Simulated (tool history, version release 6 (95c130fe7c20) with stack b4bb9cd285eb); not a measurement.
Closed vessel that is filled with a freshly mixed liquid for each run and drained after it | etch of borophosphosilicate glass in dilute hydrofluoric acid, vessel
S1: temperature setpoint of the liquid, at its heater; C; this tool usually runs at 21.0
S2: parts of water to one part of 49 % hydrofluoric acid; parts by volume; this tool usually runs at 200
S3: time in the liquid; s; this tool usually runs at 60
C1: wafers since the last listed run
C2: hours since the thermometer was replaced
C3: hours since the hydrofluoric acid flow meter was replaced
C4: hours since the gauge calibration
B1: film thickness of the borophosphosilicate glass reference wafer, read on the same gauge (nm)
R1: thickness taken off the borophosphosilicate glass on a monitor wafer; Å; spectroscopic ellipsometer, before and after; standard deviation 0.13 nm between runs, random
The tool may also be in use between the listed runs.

run,hour,S1,S2,S3,C1,C2,C3,C4,B1,R1
1,0.0,21.0,200,60,0,2368.1,892.2,785.2,99.02,138.1
2,21.2,22.5,200,60,2051,2389.3,913.4,806.4,98.90,146.5
3,55.0,22.5,200,60,3271,2423.1,947.2,840.2,98.80,148.8
4,133.4,22.5,200,60,7588,2501.5,1025.6,918.6,98.40,145.2
5,152.2,24.0,200,60,1819,2520.3,1044.4,937.4,98.32,154.5
6,184.8,21.0,225,60,3155,2552.9,1077.0,970.0,98.18,120.0
7,220.2,23.5,200,60,3426,2588.3,1112.4,1005.4,98.03,149.9
8,243.6,23.5,200,60,2264,2611.7,1135.8,1028.8,97.89,152.4
9,276.9,21.0,200,60,3223,2645.0,1169.1,1062.1,97.68,137.1
# hour 337.9: thermometer replaced
10,349.0,21.0,200,60,6881,11.1,1241.2,1134.2,97.31,136.7
11,375.0,21.0,265,75,2516,37.1,1267.2,1160.2,97.16,120.1
12,399.4,18.0,270,85,2361,61.5,1291.6,1184.6,96.99,118.8
13,414.5,25.5,120,75,1461,76.6,1306.7,1199.7,96.92,362.2
14,429.8,21.0,265,35,1480,91.9,1322.0,1215.0,96.81,55.2
15,450.8,23.5,295,30,2032,112.9,1343.0,1236.0,96.69,46.2
# hour 480.2: hydrofluoric acid flow meter replaced
16,482.3,24.5,295,40,2952,144.4,2.1,1267.5,96.48,64.0
17,510.1,19.5,235,90,2690,172.2,29.9,1295.3,96.30,155.9
18,524.2,21.0,165,70,1364,186.3,44.0,1309.4,96.23,196.5
19,541.9,21.0,200,60,1713,204.0,61.7,1327.1,96.09,132.9
# hour 561.2: gauge calibrated
20,569.9,18.0,165,75,2710,232.0,89.7,8.7,99.18,191.1
21,595.4,21.0,200,60,2468,257.5,115.2,34.2,99.17,137.0
22,691.4,21.0,265,90,9291,353.5,211.2,130.2,99.12,145.5
23,725.2,25.5,200,60,3271,387.3,245.0,164.0,99.11,161.6
24,750.0,21.0,200,40,2400,412.1,269.8,188.8,99.10,91.4
25,769.2,19.5,110,40,1858,431.3,289.0,208.0,99.06,176.2
26,802.0,21.0,235,60,3174,464.1,321.8,240.8,99.03,112.2
27,818.6,21.0,200,30,1606,480.7,338.4,257.4,99.02,69.5
28,845.5,17.5,200,60,2603,507.6,365.3,284.3,98.98,121.7
29,865.0,24.5,105,75,1887,527.1,384.8,303.8,98.95,418.9
30,893.9,24.5,265,85,2797,556.0,413.7,332.7,98.91,155.6
31,912.4,21.0,200,60,1790,574.5,432.2,351.2,98.88,138.2

List, for all runs, the conditions of the tool that the log does not record:
liquid hotter than its thermometer reads (K): 0 across all the runs
hydrofluoric acid flow above the setpoint (%): 0 across all the runs
H1: gauge reads high (%)
run,H1
1,-1.01
2,-1.09
3,-1.23
4,-1.58
5,-1.67
6,-1.83
7,-2
8,-2.12
9,-2.3
10,-2.7
11,-2.85
12,-2.99
13,-3.09
14,-3.18
15,-3.31
16,-3.51
17,-3.69
18,-3.78
19,-3.9
20,-0.817
21,-0.82
22,-0.86
23,-0.885
24,-0.907
25,-0.926
26,-0.963
27,-0.984
28,-1.02
29,-1.05
30,-1.1
31,-1.13
